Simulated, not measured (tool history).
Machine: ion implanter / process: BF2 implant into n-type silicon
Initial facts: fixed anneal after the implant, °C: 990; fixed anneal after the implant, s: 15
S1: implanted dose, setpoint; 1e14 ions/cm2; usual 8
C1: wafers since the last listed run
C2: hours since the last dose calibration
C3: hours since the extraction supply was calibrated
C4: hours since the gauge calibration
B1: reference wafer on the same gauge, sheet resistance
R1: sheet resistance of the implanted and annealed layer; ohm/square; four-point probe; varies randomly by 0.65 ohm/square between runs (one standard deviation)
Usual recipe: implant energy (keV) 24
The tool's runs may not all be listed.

run 1 hour=0 | S1=8 implant_energy_(keV)=24 | C1=0 C2=1156.9 C3=5907.2 C4=544.4 | B1=151.17 | R1=186.52
run 2 hour=22 | S1=7.38 implant_energy_(keV)=28 | C1=310 C2=1178.9 C3=5929.2 C4=566.4 | B1=151.03 | R1=179.72
run 3 hour=49.1 | S1=7.38 implant_energy_(keV)=28 | C1=382 C2=1206 C3=5956.3 C4=593.5 | B1=150.87 | R1=178.81
run 4 hour=79.5 | S1=6.61 implant_energy_(keV)=26.5 | C1=428 C2=1236.4 C3=5986.7 C4=623.9 | B1=151.03 | R1=193.65
run 5 hour=95.9 | S1=6.61 implant_energy_(keV)=26.5 | C1=231 C2=1252.8 C3=6003.1 C4=640.3 | B1=151.08 | R1=192.76
run 6 hour=108.5 | S1=6.61 implant_energy_(keV)=26.5 | C1=177 C2=1265.4 C3=6015.7 C4=652.9 | B1=150.91 | R1=192.68
run 7 hour=128 | S1=8 implant_energy_(keV)=26.5 | C1=275 C2=1284.9 C3=6035.2 C4=672.4 | B1=151.09 | R1=177.62
run 8 hour=161.3 | S1=8 implant_energy_(keV)=24 | C1=469 C2=1318.2 C3=6068.5 C4=705.7 | B1=151.23 | R1=185.41
run 9 hour=191.3 | S1=8 implant_energy_(keV)=24 | C1=423 C2=1348.2 C3=6098.5 C4=735.7 | B1=151.22 | R1=186.86
run 10 hour=216.4 | S1=8 implant_energy_(keV)=24 | C1=354 C2=1373.3 C3=6123.6 C4=760.8 | B1=151.09 | R1=185.5
run 11 hour=247.5 | S1=8.9 implant_energy_(keV)=24 | C1=438 C2=1404.4 C3=6154.7 C4=791.9 | B1=151.1 | R1=180.52
run 12 hour=260 | S1=6.65 implant_energy_(keV)=20.5 | C1=176 C2=1416.9 C3=6167.2 C4=804.4 | B1=150.84 | R1=211.74
run 13 hour=291.4 | S1=6.78 implant_energy_(keV)=24 | C1=443 C2=1448.3 C3=6198.6 C4=835.8 | B1=150.83 | R1=198.04
run 14 hour=319.2 | S1=6.78 implant_energy_(keV)=24 | C1=392 C2=1476.1 C3=6226.4 C4=863.6 | B1=150.95 | R1=197.36
run 15 hour=334.3 | S1=9.29 implant_energy_(keV)=27.5 | C1=213 C2=1491.2 C3=6241.5 C4=878.7 | B1=151 | R1=167
run 16 hour=362.3 | S1=5.77 implant_energy_(keV)=31 | C1=395 C2=1519.2 C3=6269.5 C4=906.7 | B1=151.04 | R1=199.91
run 17 hour=422.2 | S1=8 implant_energy_(keV)=24 | C1=845 C2=1579.1 C3=6329.4 C4=966.6 | B1=151.1 | R1=185.32
run 18 hour=438.1 | S1=8.93 implant_energy_(keV)=24 | C1=224 C2=1595 C3=6345.3 C4=982.5 | B1=151.1 | R1=179.94
run 19 hour=466.8 | S1=6.6 implant_energy_(keV)=19 | C1=404 C2=1623.7 C3=6374 C4=1011.2 | B1=150.91 | R1=218.43
-- hour=496.9 extraction supply calibrated
run 20 hour=497.4 | S1=8 implant_energy_(keV)=29.5 | C1=318 C2=1654.3 C3=0.5 C4=1041.8 | B1=151.18 | R1=170.29
run 21 hour=511.8 | S1=6.23 implant_energy_(keV)=28 | C1=203 C2=1668.7 C3=14.9 C4=1056.2 | B1=150.93 | R1=194.98
-- hour=514.3 gauge calibrated
run 22 hour=545.4 | S1=6.78 implant_energy_(keV)=20.5 | C1=474 C2=1702.3 C3=48.5 C4=31.1 | B1=151.02 | R1=210.08
-- hour=558.6 Faraday cup replaced and dose calibrated
run 23 hour=575.7 | S1=9.42 implant_energy_(keV)=22 | C1=314 C2=17.1 C3=78.8 C4=61.4 | B1=151.07 | R1=183.65
run 24 hour=591.8 | S1=7.23 implant_energy_(keV)=26.5 | C1=227 C2=33.2 C3=94.9 C4=77.5 | B1=150.99 | R1=184.71
run 25 hour=607.7 | S1=6.49 implant_energy_(keV)=24 | C1=224 C2=49.1 C3=110.8 C4=93.4 | B1=150.9 | R1=202.04
run 26 hour=634.5 | S1=8 implant_energy_(keV)=24 | C1=378 C2=75.9 C3=137.6 C4=120.2 | B1=150.95 | R1=184.7
run 27 hour=667.1 | S1=5.99 implant_energy_(keV)=30.5 | C1=460 C2=108.5 C3=170.2 C4=152.8 | B1=151.22 | R1=195.93
run 28 hour=683 | S1=9.35 implant_energy_(keV)=17 | C1=224 C2=124.4 C3=186.1 C4=168.7 | B1=151.01 | R1=209.6
run 29 hour=715.1 | S1=7.38 implant_energy_(keV)=28 | C1=452 C2=156.5 C3=218.2 C4=200.8 | B1=150.92 | R1=180.3
run 30 hour=743.8 | S1=7.19 implant_energy_(keV)=24 | C1=404 C2=185.2 C3=246.9 C4=229.5 | B1=150.94 | R1=191.61
run 31 hour=779.3 | S1=6.3 implant_energy_(keV)=21.5 | C1=500 C2=220.7 C3=282.4 C4=265 | B1=150.99 | R1=213.1
run 32 hour=864.9 | S1=6.7 implant_energy_(keV)=31.5 | C1=1207 C2=306.3 C3=368 C4=350.6 | B1=150.96 | R1=181.61
run 33 hour=899.5 | S1=8 implant_energy_(keV)=24 | C1=488 C2=340.9 C3=402.6 C4=385.2 | B1=150.94 | R1=187.6
run 34 hour=924 | S1=8 implant_energy_(keV)=31.5 | C1=345 C2=365.4 C3=427.1 C4=409.7 | B1=151.02 | R1=166.29
run 35 hour=947 | S1=6.72 implant_energy_(keV)=15.5 | C1=324 C2=388.4 C3=450.1 C4=432.7 | B1=151 | R1=236.41
run 36 hour=973.3 | S1=8 implant_energy_(keV)=24 | C1=371 C2=414.7 C3=476.4 C4=459 | B1=150.96 | R1=187.17
run 37 hour=999.7 | S1=8 implant_energy_(keV)=17 | C1=372 C2=441.1 C3=502.8 C4=485.4 | B1=151.01 | R1=215.4
run 38 hour=1025.3 | S1=8 implant_energy_(keV)=24 | C1=361 C2=466.7 C3=528.4 C4=511 | B1=150.96 | R1=185.94

Forecast each of these 3 alternatives for the next run:
run A hour=1025.7 | S1=8 implant_energy_(keV)=24 | C1=5 C2=467.1 C3=528.8 C4=511.4 | B1=? | R1=?
run B hour=1025.7 | S1=10.12 implant_energy_(keV)=20.5 | C1=5 C2=467.1 C3=528.8 C4=511.4 | B1=? | R1=?
run C hour=1025.7 | S1=7.03 implant_energy_(keV)=20.5 | C1=5 C2=467.1 C3=528.8 C4=511.4 | B1=? | R1=?

run=A B1=151.11 R1=186.51
run=B B1=151.11 R1=188.76
run=C B1=151.11 R1=208.37
What these runs would have given with no unlogged condition in the tool:
run=A R1=186.51
run=B R1=188.76
run=C R1=208.37
